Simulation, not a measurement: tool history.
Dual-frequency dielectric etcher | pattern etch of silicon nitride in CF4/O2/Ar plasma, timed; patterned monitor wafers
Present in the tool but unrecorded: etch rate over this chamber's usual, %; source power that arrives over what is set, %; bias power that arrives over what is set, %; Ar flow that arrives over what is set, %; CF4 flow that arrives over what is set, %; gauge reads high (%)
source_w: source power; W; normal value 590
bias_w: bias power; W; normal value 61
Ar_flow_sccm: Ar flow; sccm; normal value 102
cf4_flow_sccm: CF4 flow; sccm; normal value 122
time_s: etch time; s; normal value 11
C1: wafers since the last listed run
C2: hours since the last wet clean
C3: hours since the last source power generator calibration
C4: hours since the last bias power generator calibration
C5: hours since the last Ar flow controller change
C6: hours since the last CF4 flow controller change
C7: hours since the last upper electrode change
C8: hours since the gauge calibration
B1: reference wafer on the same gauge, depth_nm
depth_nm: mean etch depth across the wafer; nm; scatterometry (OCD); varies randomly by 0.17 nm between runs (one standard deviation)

{"run": 1, "day": 0.0, "source_w": 590, "bias_w": 61, "Ar_flow_sccm": 102, "cf4_flow_sccm": 122, "time_s": 11, "C1": 0, "C2": 5.7, "C3": 53.2, "C4": 2301.2, "C5": 4468.2, "C6": 130.8, "C7": 5294.2, "C8": 108.4, "B1": 27.61, "depth_nm": 25.47}
{"run": 2, "day": 0.638, "source_w": 480, "bias_w": 61, "Ar_flow_sccm": 102, "cf4_flow_sccm": 122, "time_s": 11, "C1": 233, "C2": 21, "C3": 68.5, "C4": 2316.5, "C5": 4483.5, "C6": 146.1, "C7": 5309.5, "C8": 123.7, "B1": 27.62, "depth_nm": 23.06}
{"run": 3, "day": 0.929, "source_w": 530, "bias_w": 61, "Ar_flow_sccm": 102, "cf4_flow_sccm": 122, "time_s": 11, "C1": 106, "C2": 28, "C3": 75.5, "C4": 2323.5, "C5": 4490.5, "C6": 153.1, "C7": 5316.5, "C8": 130.7, "B1": 27.55, "depth_nm": 23.98}
{"run": 4, "day": 1.367, "source_w": 590, "bias_w": 61, "Ar_flow_sccm": 102, "cf4_flow_sccm": 122, "time_s": 11, "C1": 160, "C2": 38.5, "C3": 86, "C4": 2334, "C5": 4501, "C6": 163.6, "C7": 5327, "C8": 141.2, "B1": 27.61, "depth_nm": 25.97}
{"day": 2.108, "done": "Ar flow controller replaced"}
{"day": 2.638, "done": "upper electrode replaced"}
{"run": 5, "day": 2.658, "source_w": 590, "bias_w": 61, "Ar_flow_sccm": 102, "cf4_flow_sccm": 122, "time_s": 11, "C1": 186, "C2": 69.5, "C3": 117, "C4": 2365, "C5": 13.2, "C6": 194.6, "C7": 0.5, "C8": 172.2, "B1": 27.59, "depth_nm": 25.66}
{"run": 6, "day": 2.671, "source_w": 590, "bias_w": 61, "Ar_flow_sccm": 86, "cf4_flow_sccm": 122, "time_s": 8, "C1": 4, "C2": 69.8, "C3": 117.3, "C4": 2365.3, "C5": 13.5, "C6": 194.9, "C7": 0.8, "C8": 172.5, "B1": 27.59, "depth_nm": 19.07}
{"run": 7, "day": 3.104, "source_w": 590, "bias_w": 61, "Ar_flow_sccm": 102, "cf4_flow_sccm": 122, "time_s": 11, "C1": 158, "C2": 80.2, "C3": 127.7, "C4": 2375.7, "C5": 23.9, "C6": 205.3, "C7": 11.2, "C8": 182.9, "B1": 27.62, "depth_nm": 25.58}
{"run": 8, "day": 3.75, "source_w": 590, "bias_w": 71, "Ar_flow_sccm": 102, "cf4_flow_sccm": 122, "time_s": 12, "C1": 236, "C2": 95.7, "C3": 143.2, "C4": 2391.2, "C5": 39.4, "C6": 220.8, "C7": 26.7, "C8": 198.4, "B1": 27.63, "depth_nm": 28.89}
{"run": 9, "day": 4.229, "source_w": 590, "bias_w": 61, "Ar_flow_sccm": 102, "cf4_flow_sccm": 122, "time_s": 11, "C1": 175, "C2": 107.2, "C3": 154.7, "C4": 2402.7, "C5": 50.9, "C6": 232.3, "C7": 38.2, "C8": 209.9, "B1": 27.63, "depth_nm": 25.93}
{"run": 10, "day": 4.508, "source_w": 510, "bias_w": 61, "Ar_flow_sccm": 111, "cf4_flow_sccm": 138, "time_s": 11, "C1": 102, "C2": 113.9, "C3": 161.4, "C4": 2409.4, "C5": 57.6, "C6": 239, "C7": 44.9, "C8": 216.6, "B1": 27.56, "depth_nm": 24.16}
{"day": 4.704, "done": "bias power generator calibrated"}
{"run": 11, "day": 5.233, "source_w": 590, "bias_w": 61, "Ar_flow_sccm": 102, "cf4_flow_sccm": 122, "time_s": 11, "C1": 204, "C2": 131.3, "C3": 178.8, "C4": 12.7, "C5": 75, "C6": 256.4, "C7": 62.3, "C8": 234, "B1": 27.6, "depth_nm": 25.56}
{"run": 12, "day": 5.567, "source_w": 590, "bias_w": 52, "Ar_flow_sccm": 114, "cf4_flow_sccm": 99, "time_s": 8, "C1": 121, "C2": 139.3, "C3": 186.8, "C4": 20.7, "C5": 83, "C6": 264.4, "C7": 70.3, "C8": 242, "B1": 27.59, "depth_nm": 16.94}
{"run": 13, "day": 6.167, "source_w": 590, "bias_w": 61, "Ar_flow_sccm": 77, "cf4_flow_sccm": 122, "time_s": 11, "C1": 219, "C2": 153.7, "C3": 201.2, "C4": 35.1, "C5": 97.4, "C6": 278.8, "C7": 84.7, "C8": 256.4, "B1": 27.58, "depth_nm": 27.06}
{"run": 14, "day": 6.838, "source_w": 590, "bias_w": 61, "Ar_flow_sccm": 120, "cf4_flow_sccm": 122, "time_s": 11, "C1": 245, "C2": 169.8, "C3": 217.3, "C4": 51.2, "C5": 113.5, "C6": 294.9, "C7": 100.8, "C8": 272.5, "B1": 27.6, "depth_nm": 24.99}
{"run": 15, "day": 7.133, "source_w": 590, "bias_w": 51, "Ar_flow_sccm": 102, "cf4_flow_sccm": 138, "time_s": 11, "C1": 108, "C2": 176.9, "C3": 224.4, "C4": 58.3, "C5": 120.6, "C6": 302, "C7": 107.9, "C8": 279.6, "B1": 27.6, "depth_nm": 25.38}
{"run": 16, "day": 7.796, "source_w": 450, "bias_w": 61, "Ar_flow_sccm": 124, "cf4_flow_sccm": 122, "time_s": 11, "C1": 242, "C2": 192.8, "C3": 240.3, "C4": 74.2, "C5": 136.5, "C6": 317.9, "C7": 123.8, "C8": 295.5, "B1": 27.62, "depth_nm": 22.23}
{"run": 17, "day": 8.4, "source_w": 590, "bias_w": 75, "Ar_flow_sccm": 102, "cf4_flow_sccm": 94, "time_s": 11, "C1": 221, "C2": 207.3, "C3": 254.8, "C4": 88.7, "C5": 151, "C6": 332.4, "C7": 138.3, "C8": 310, "B1": 27.6, "depth_nm": 26.16}
{"run": 18, "day": 8.904, "source_w": 590, "bias_w": 52, "Ar_flow_sccm": 86, "cf4_flow_sccm": 143, "time_s": 11, "C1": 184, "C2": 219.4, "C3": 266.9, "C4": 100.8, "C5": 163.1, "C6": 344.5, "C7": 150.4, "C8": 322.1, "B1": 27.59, "depth_nm": 26.64}
{"run": 19, "day": 9.629, "source_w": 590, "bias_w": 66, "Ar_flow_sccm": 82, "cf4_flow_sccm": 146, "time_s": 11, "C1": 265, "C2": 236.8, "C3": 284.3, "C4": 118.2, "C5": 180.5, "C6": 361.9, "C7": 167.8, "C8": 339.5, "B1": 27.61, "depth_nm": 27.98}
{"run": 20, "day": 10.183, "source_w": 590, "bias_w": 61, "Ar_flow_sccm": 102, "cf4_flow_sccm": 122, "time_s": 11, "C1": 202, "C2": 250.1, "C3": 297.6, "C4": 131.5, "C5": 193.8, "C6": 375.2, "C7": 181.1, "C8": 352.8, "B1": 27.63, "depth_nm": 26.47}
{"run": 21, "day": 10.525, "source_w": 590, "bias_w": 69, "Ar_flow_sccm": 102, "cf4_flow_sccm": 122, "time_s": 11, "C1": 124, "C2": 258.3, "C3": 305.8, "C4": 139.7, "C5": 202, "C6": 383.4, "C7": 189.3, "C8": 361, "B1": 27.65, "depth_nm": 26.93}

Consider 4 possible next runs. They are alternatives, not a sequence: every one starts from the tool as it was left by run 21. What does each give?
{"run": "A", "day": 10.542, "source_w": 550, "bias_w": 61, "Ar_flow_sccm": 102, "cf4_flow_sccm": 122, "time_s": 11, "C1": 6, "C2": 258.7, "C3": 306.2, "C4": 140.1, "C5": 202.4, "C6": 383.8, "C7": 189.7, "C8": 361.4, "B1": "?", "depth_nm": "?"}
{"run": "B", "day": 10.542, "source_w": 590, "bias_w": 61, "Ar_flow_sccm": 79, "cf4_flow_sccm": 98, "time_s": 8, "C1": 6, "C2": 258.7, "C3": 306.2, "C4": 140.1, "C5": 202.4, "C6": 383.8, "C7": 189.7, "C8": 361.4, "B1": "?", "depth_nm": "?"}
{"run": "C", "day": 10.542, "source_w": 460, "bias_w": 49, "Ar_flow_sccm": 115, "cf4_flow_sccm": 122, "time_s": 8, "C1": 6, "C2": 258.7, "C3": 306.2, "C4": 140.1, "C5": 202.4, "C6": 383.8, "C7": 189.7, "C8": 361.4, "B1": "?", "depth_nm": "?"}
{"run": "D", "day": 10.542, "source_w": 590, "bias_w": 61, "Ar_flow_sccm": 102, "cf4_flow_sccm": 93, "time_s": 11, "C1": 6, "C2": 258.7, "C3": 306.2, "C4": 140.1, "C5": 202.4, "C6": 383.8, "C7": 189.7, "C8": 361.4, "B1": "?", "depth_nm": "?"}

run=A B1=27.59 depth_nm=24.88
run=B B1=27.59 depth_nm=18.8
run=C B1=27.59 depth_nm=15.52
run=D B1=27.59 depth_nm=24.36
With no hidden state in the tool, these same runs would have given:
run=A depth_nm=24.2
run=B depth_nm=18.29
run=C depth_nm=15.1
run=D depth_nm=23.7
